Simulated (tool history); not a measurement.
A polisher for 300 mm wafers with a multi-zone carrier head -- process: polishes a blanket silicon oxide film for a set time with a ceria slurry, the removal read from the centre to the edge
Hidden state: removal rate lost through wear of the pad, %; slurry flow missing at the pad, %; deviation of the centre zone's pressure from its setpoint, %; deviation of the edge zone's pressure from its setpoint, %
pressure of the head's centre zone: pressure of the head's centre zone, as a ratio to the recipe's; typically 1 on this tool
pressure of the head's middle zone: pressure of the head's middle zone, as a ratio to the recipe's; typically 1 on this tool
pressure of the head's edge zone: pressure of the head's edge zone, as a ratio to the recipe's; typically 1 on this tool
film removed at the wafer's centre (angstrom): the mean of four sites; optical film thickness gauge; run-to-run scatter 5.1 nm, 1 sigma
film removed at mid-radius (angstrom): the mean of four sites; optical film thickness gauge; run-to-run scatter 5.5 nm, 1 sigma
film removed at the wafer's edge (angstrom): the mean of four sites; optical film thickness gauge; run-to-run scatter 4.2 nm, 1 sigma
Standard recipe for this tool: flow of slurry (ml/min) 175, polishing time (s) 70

run    day  flow of slurry (ml/min)  pressure of the head's centre zone  pressure of the head's middle zone  pressure of the head's edge zone  polishing time (s)  wafers since the last listed run  wafers polished on this pad  hours since the slurry nozzle was cleaned  hours since the centre zone pressure was calibrated  hours since the edge zone pressure was calibrated  hours since the carrier head's membrane was replaced  incoming thickness of the incoming film, nm  film removed at the wafer's centre (angstrom)  film removed at mid-radius (angstrom)  film removed at the wafer's edge (angstrom)
  1      0                      175                                   1                                   1                                 1                  70                                 0                           28                                      762.5                                                396.1                                             1050.5                                                1138.4                                       1373.3                                           3830                                   3950                                         3902
  2    0.4                      175                                   1                                   1                                 1                  70                               120                          148                                      772.1                                                405.7                                             1060.1                                                  1148                                       1344.2                                           3768                                   3924                                         3771
  3  0.929                      195                                   1                                   1                                 1                  70                               158                          307                                      784.8                                                418.4                                             1072.8                                                1160.7                                       1360.1                                           3919                                   3913                                         3805
  4  1.642                      195                                   1                                   1                                 1                  70                               214                          521                                      801.9                                                435.5                                             1089.9                                                1177.8                                       1367.3                                           3848                                   3887                                         3698
  5  2.117                      195                                   1                                   1                                 1                  70                               142                          664                                      813.3                                                446.9                                             1101.3                                                1189.2                                       1335.9                                           3799                                   3820                                         3717
  6  2.392                      175                                   1                                1.09                                 1                  70                                82                          747                                      819.9                                                453.5                                             1107.9                                                1195.8                                       1341.9                                           3779                                   3983                                         3553
  7  3.071                      175                                   1                                1.09                                 1                  70                               204                          951                                      836.2                                                469.8                                             1124.2                                                1212.1                                       1353.7                                           3638                                   3839                                         3560
     3.288  -- worn pad replaced by a new one
  8  3.558                      175                                   1                                   1                                 1                  76                                96                           81                                      847.9                                                481.5                                             1135.9                                                1223.8                                       1356.2                                           3750                                   3658                                         3679
     4.033  -- carrier head's membrane replaced by a new one
  9  4.288                      115                                0.95                                   1                              0.95                  52                               156                          237                                      865.4                                                  499                                             1153.4                                                   6.1                                       1367.6                                           2123                                   2284                                         2241
     4.646  -- worn pad replaced by a new one, repeated, since the last time left the tool worse
 10  4.779                      205                                   1                                   1                                 1                  70                                97                           40                                      877.2                                                510.8                                             1165.2                                                  17.9                                         1351                                           4051                                   4120                                         3900
     4.875  -- centre zone pressure recalibrated
 11  5.071                      175                                   1                                1.11                                 1                  70                                62                          102                                      884.2                                                  4.7                                             1172.2                                                  24.9                                       1358.8                                           3977                                   4276                                         3873
     5.183  -- edge zone pressure recalibrated
     5.838  -- slurry nozzle cleaned
 12  5.858                      150                                   1                                   1                                 1                  70                               199                          301                                        0.5                                                 23.6                                               16.2                                                  43.8                                         1322                                           3703                                   3791                                         3686
 13    6.2                      160                                   1                                   1                                 1                  61                               102                          404                                        8.7                                                 31.8                                               24.4                                                    52                                       1319.7                                           3277                                   3270                                         3225
 14  6.575                      175                                   1                                1.06                                 1                  70                               112                          517                                       17.7                                                 40.8                                               33.4                                                    61                                       1362.9                                           3784                                   4039                                         3667
     8.121  -- worn pad replaced by a new one
 15  8.588                      175                                   1                                1.09                              0.92                  70                               554                          139                                         66                                                 89.1                                               81.7                                                 109.3                                       1340.4                                           3929                                   4318                                         3707
 16  9.138                      175                                   1                                   1                                 1                  70                               165                          304                                       79.2                                                102.3                                               94.9                                                 122.5                                         1331                                           3883                                   3873                                         3739
 17  9.471                      210                                   1                                   1                                 1                  70                               100                          404                                       87.2                                                110.3                                              102.9                                                 130.5                                       1343.5                                           3907                                   4058                                         3836

Hidden state or all else? Some run-to-run changes of film removed at the wafer's centre (angstrom), split into what the settings, what came in and random variation would give without the hidden state, and what is left for the hidden state (with any gauge scatter that isn't in both results):
Run 9 -> 10: flow of slurry (ml/min) 115 -> 205, pressure of the head's centre zone 0.95 -> 1, pressure of the head's edge zone 0.95 -> 1, polishing time (s) 52 -> 70, worn pad replaced by a new one, repeated, since the last time left the tool worse. film removed at the wafer's centre (angstrom) +1928: hidden state +345, all else +1583.

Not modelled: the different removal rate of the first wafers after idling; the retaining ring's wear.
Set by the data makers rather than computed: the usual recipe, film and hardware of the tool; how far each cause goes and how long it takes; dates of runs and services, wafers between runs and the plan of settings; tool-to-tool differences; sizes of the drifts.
